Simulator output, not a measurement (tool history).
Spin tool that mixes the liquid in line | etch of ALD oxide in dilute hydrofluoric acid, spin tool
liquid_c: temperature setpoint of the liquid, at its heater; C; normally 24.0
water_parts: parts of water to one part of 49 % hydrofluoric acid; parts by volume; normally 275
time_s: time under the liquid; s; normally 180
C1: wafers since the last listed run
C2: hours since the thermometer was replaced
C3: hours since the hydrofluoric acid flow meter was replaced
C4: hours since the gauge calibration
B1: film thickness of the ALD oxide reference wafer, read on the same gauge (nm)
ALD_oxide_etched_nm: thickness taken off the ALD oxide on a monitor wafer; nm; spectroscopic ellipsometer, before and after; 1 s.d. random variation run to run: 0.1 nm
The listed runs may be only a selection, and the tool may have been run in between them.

Run 1, day 0.000: usual settings but liquid_c 26.5 C; C1 0; C2 1914.8; C3 805.0; C4 856.9; B1 49.99. Result: ALD_oxide_etched_nm 10.34 nm.
Run 2, day 4.308: usual settings but water_parts 225 parts by volume; C1 552; C2 2018.2; C3 908.4; C4 960.3; B1 50.00. Result: ALD_oxide_etched_nm 11.95 nm.
Run 3, day 8.771: usual settings but water_parts 225 parts by volume; C1 572; C2 2125.3; C3 1015.5; C4 1067.4; B1 49.96. Result: ALD_oxide_etched_nm 11.84 nm.
Run 4, day 12.096: usual settings but water_parts 225 parts by volume; C1 426; C2 2205.1; C3 1095.3; C4 1147.2; B1 49.99. Result: ALD_oxide_etched_nm 11.70 nm.
Run 5, day 15.179: usual settings; C1 395; C2 2279.1; C3 1169.3; C4 1221.2; B1 50.05. Result: ALD_oxide_etched_nm 9.29 nm.
Run 6, day 16.842: usual settings; C1 213; C2 2319.0; C3 1209.2; C4 1261.1; B1 50.00. Result: ALD_oxide_etched_nm 9.20 nm.
Run 7, day 20.446: usual settings; C1 462; C2 2405.5; C3 1295.7; C4 1347.6; B1 50.01. Result: ALD_oxide_etched_nm 9.00 nm.
Run 8, day 24.042: usual settings but liquid_c 22.5 C, water_parts 385 parts by volume; C1 461; C2 2491.8; C3 1382.0; C4 1433.9; B1 49.99. Result: ALD_oxide_etched_nm 5.53 nm.
At day 28.971: hydrofluoric acid flow meter replaced.
Run 9, day 29.383: usual settings but liquid_c 22.5 C, water_parts 385 parts by volume; C1 679; C2 2620.0; C3 9.9; C4 1562.1; B1 50.00. Result: ALD_oxide_etched_nm 5.89 nm.
Run 10, day 34.392: usual settings but liquid_c 28.0 C, water_parts 200 parts by volume; C1 642; C2 2740.2; C3 130.1; C4 1682.3; B1 50.02. Result: ALD_oxide_etched_nm 16.34 nm.
Run 11, day 36.067: usual settings but water_parts 340 parts by volume; C1 214; C2 2780.4; C3 170.3; C4 1722.5; B1 50.03. Result: ALD_oxide_etched_nm 7.19 nm.
Run 12, day 38.288: usual settings but liquid_c 27.0 C; C1 284; C2 2833.7; C3 223.6; C4 1775.8; B1 50.02. Result: ALD_oxide_etched_nm 10.51 nm.
Run 13, day 40.754: usual settings; C1 316; C2 2892.9; C3 282.8; C4 1835.0; B1 50.00. Result: ALD_oxide_etched_nm 9.40 nm.
At day 41.283: gauge calibrated.
Run 14, day 44.429: usual settings; C1 471; C2 2981.1; C3 371.0; C4 75.5; B1 50.00. Result: ALD_oxide_etched_nm 9.50 nm.
At day 44.758: thermometer replaced.
Run 15, day 48.508: usual settings but water_parts 205 parts by volume, time_s 75 s; C1 518; C2 90.0; C3 468.9; C4 173.4; B1 49.97. Result: ALD_oxide_etched_nm 6.00 nm.
Run 16, day 52.954: usual settings but liquid_c 29.0 C; C1 570; C2 196.7; C3 575.6; C4 280.1; B1 50.03. Result: ALD_oxide_etched_nm 11.70 nm.
Run 17, day 54.888: usual settings but liquid_c 22.0 C, time_s 270 s; C1 248; C2 243.1; C3 622.0; C4 326.5; B1 50.01. Result: ALD_oxide_etched_nm 13.52 nm.
Run 18, day 57.675: usual settings but water_parts 220 parts by volume, time_s 95 s; C1 357; C2 310.0; C3 688.9; C4 393.4; B1 50.02. Result: ALD_oxide_etched_nm 6.91 nm.
Run 19, day 60.412: usual settings but liquid_c 20.0 C, water_parts 145 parts by volume; C1 351; C2 375.7; C3 754.6; C4 459.1; B1 50.00. Result: ALD_oxide_etched_nm 18.31 nm.
Run 20, day 62.533: usual settings but liquid_c 21.0 C, water_parts 210 parts by volume, time_s 220 s; C1 272; C2 426.6; C3 805.5; C4 510.0; B1 49.96. Result: ALD_oxide_etched_nm 14.76 nm.
Run 21, day 64.704: usual settings but liquid_c 26.5 C, water_parts 390 parts by volume, time_s 220 s; C1 278; C2 478.7; C3 857.6; C4 562.1; B1 49.98. Result: ALD_oxide_etched_nm 8.00 nm.
Run 22, day 66.742: usual settings but water_parts 365 parts by volume, time_s 125 s; C1 261; C2 527.6; C3 906.5; C4 611.0; B1 49.98. Result: ALD_oxide_etched_nm 4.59 nm.
Run 23, day 69.529: usual settings but liquid_c 27.0 C, water_parts 340 parts by volume; C1 357; C2 594.5; C3 973.4; C4 677.9; B1 50.03. Result: ALD_oxide_etched_nm 8.13 nm.
Run 24, day 73.983: usual settings but liquid_c 21.5 C; C1 571; C2 701.4; C3 1080.3; C4 784.8; B1 49.97. Result: ALD_oxide_etched_nm 8.65 nm.
Run 25, day 78.175: usual settings but water_parts 155 parts by volume; C1 537; C2 802.0; C3 1180.9; C4 885.4; B1 50.01. Result: ALD_oxide_etched_nm 19.18 nm.
Run 26, day 80.621: usual settings but liquid_c 20.5 C, water_parts 220 parts by volume, time_s 280 s; C1 313; C2 860.7; C3 1239.6; C4 944.1; B1 49.98. Result: ALD_oxide_etched_nm 17.06 nm.
Run 27, day 84.112: usual settings but liquid_c 26.5 C; C1 447; C2 944.5; C3 1323.4; C4 1027.9; B1 50.03. Result: ALD_oxide_etched_nm 10.42 nm.
Run 28, day 86.488: usual settings; C1 304; C2 1001.5; C3 1380.4; C4 1084.9; B1 50.00. Result: ALD_oxide_etched_nm 9.46 nm.
Run 29, day 90.021: usual settings but water_parts 140 parts by volume, time_s 100 s; C1 453; C2 1086.3; C3 1465.2; C4 1169.7; B1 50.01. Result: ALD_oxide_etched_nm 11.83 nm.
Run 30, day 93.221: usual settings but liquid_c 19.5 C; C1 410; C2 1163.1; C3 1542.0; C4 1246.5; B1 49.96. Result: ALD_oxide_etched_nm 7.87 nm.
Run 31, day 95.179: usual settings; C1 251; C2 1210.1; C3 1589.0; C4 1293.5; B1 50.06. Result: ALD_oxide_etched_nm 9.41 nm.
At day 98.042: hydrofluoric acid flow meter replaced.
Run 32, day 98.938: usual settings but liquid_c 29.0 C, water_parts 160 parts by volume; C1 476; C2 1300.3; C3 21.5; C4 1383.7; B1 49.95. Result: ALD_oxide_etched_nm 23.06 nm.
Run 33, day 100.650: usual settings but time_s 290 s; C1 219; C2 1341.4; C3 62.6; C4 1424.8; B1 49.99. Result: ALD_oxide_etched_nm 15.67 nm.

Predict each of these 5 candidate next runs independently; none follows another, all start after run 33:
Run A, day 100.671: usual settings but liquid_c 27.5 C; C1 2; C2 1341.9; C3 63.1; C4 1425.3; B1 ?. Result: ALD_oxide_etched_nm ?.
Run B, day 100.671: usual settings but liquid_c 22.0 C, water_parts 365 parts by volume, time_s 110 s; C1 2; C2 1341.9; C3 63.1; C4 1425.3; B1 ?. Result: ALD_oxide_etched_nm ?.
Run C, day 100.671: usual settings but liquid_c 20.0 C; C1 2; C2 1341.9; C3 63.1; C4 1425.3; B1 ?. Result: ALD_oxide_etched_nm ?.
Run D, day 100.671: usual settings but liquid_c 20.5 C, water_parts 335 parts by volume, time_s 280 s; C1 2; C2 1341.9; C3 63.1; C4 1425.3; B1 ?. Result: ALD_oxide_etched_nm ?.
Run E, day 100.671: usual settings but liquid_c 26.5 C, water_parts 385 parts by volume; C1 2; C2 1341.9; C3 63.1; C4 1425.3; B1 ?. Result: ALD_oxide_etched_nm ?.

run     B1  ALD_oxide_etched_nm
  A  49.98                11.25
  B  49.98                 3.93
  C  49.98                 8.61
  D  49.98                10.62
  E  49.98                 6.97
Had the tool no hidden state, the same runs would have come out as:
run  ALD_oxide_etched_nm
  A                11.66
  B                 4.08
  C                 8.94
  D                11.02
  E                 7.21
